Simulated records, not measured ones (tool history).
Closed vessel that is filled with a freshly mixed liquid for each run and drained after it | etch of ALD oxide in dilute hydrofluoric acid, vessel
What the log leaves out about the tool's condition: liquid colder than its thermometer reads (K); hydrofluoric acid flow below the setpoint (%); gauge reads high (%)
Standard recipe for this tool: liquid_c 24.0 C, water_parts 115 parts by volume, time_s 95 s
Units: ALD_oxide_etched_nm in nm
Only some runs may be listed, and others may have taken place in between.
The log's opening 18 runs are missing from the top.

run	day	liquid_c	water_parts	time_s	wafers since the last listed run	hours since the thermometer was replaced	hours since the hydrofluoric acid flow meter was replaced	hours since the gauge calibration	read-back film thickness of the ALD oxide reference wafer, read on the same gauge (nm)	ALD_oxide_etched_nm
19	20.858	24.0	115	95	1952	980.0	1256.5	63.9	119.96	11.85
20	21.800	24.0	55	95	2658	1002.6	1279.1	86.5	120.19	26.74
21	23.175	22.0	160	130	3881	1035.6	1312.1	119.5	120.43	10.30
22	23.900	24.0	115	145	2046	1053.0	1329.5	136.9	120.53	18.23
23	24.946	24.0	130	50	2952	1078.1	1354.6	162.0	120.73	5.46
24	26.183	24.0	115	95	3493	1107.8	1384.3	191.7	120.94	12.00
# day 26.342: hydrofluoric acid flow meter replaced
25	27.321	24.0	150	145	3093	1135.1	23.5	219.0	121.08	13.44
# day 27.667: thermometer replaced
26	28.492	24.0	115	95	3187	19.8	51.6	247.1	121.27	12.05
27	29.925	20.0	115	95	4046	54.2	86.0	281.5	121.44	10.33
28	31.346	25.5	140	75	4011	88.3	120.1	315.6	121.62	8.00
29	32.321	20.5	160	50	2752	111.7	143.5	339.0	121.77	3.78
30	35.317	24.0	115	145	8457	183.6	215.4	410.9	122.02	18.36
31	36.425	21.5	95	50	3128	210.2	242.0	437.5	122.13	7.13
32	36.975	20.0	145	150	1552	223.4	255.2	450.7	122.17	12.50
33	38.442	24.0	115	80	4140	258.6	290.4	485.9	122.29	10.23
34	38.967	24.0	115	95	1482	271.2	303.0	498.5	122.31	12.15
35	40.388	24.0	140	95	4011	305.3	337.1	532.6	122.43	9.67

3 ways to go on from here, each from the tool as it stands after run 35. What would each give?
A	40.417	24.0	85	95	82	306.0	337.8	533.3	?	?
B	40.417	24.0	100	45	82	306.0	337.8	533.3	?	?
C	40.417	24.0	115	120	82	306.0	337.8	533.3	?	?

run	read-back film thickness of the ALD oxide reference wafer, read on the same gauge (nm)	ALD_oxide_etched_nm
A	122.45	17.02
B	122.45	6.73
C	122.45	15.31
Take away the tool's hidden state, keep each run's random variation, and the runs would have read:
run	ALD_oxide_etched_nm
A	16.68
B	6.59
C	15.01
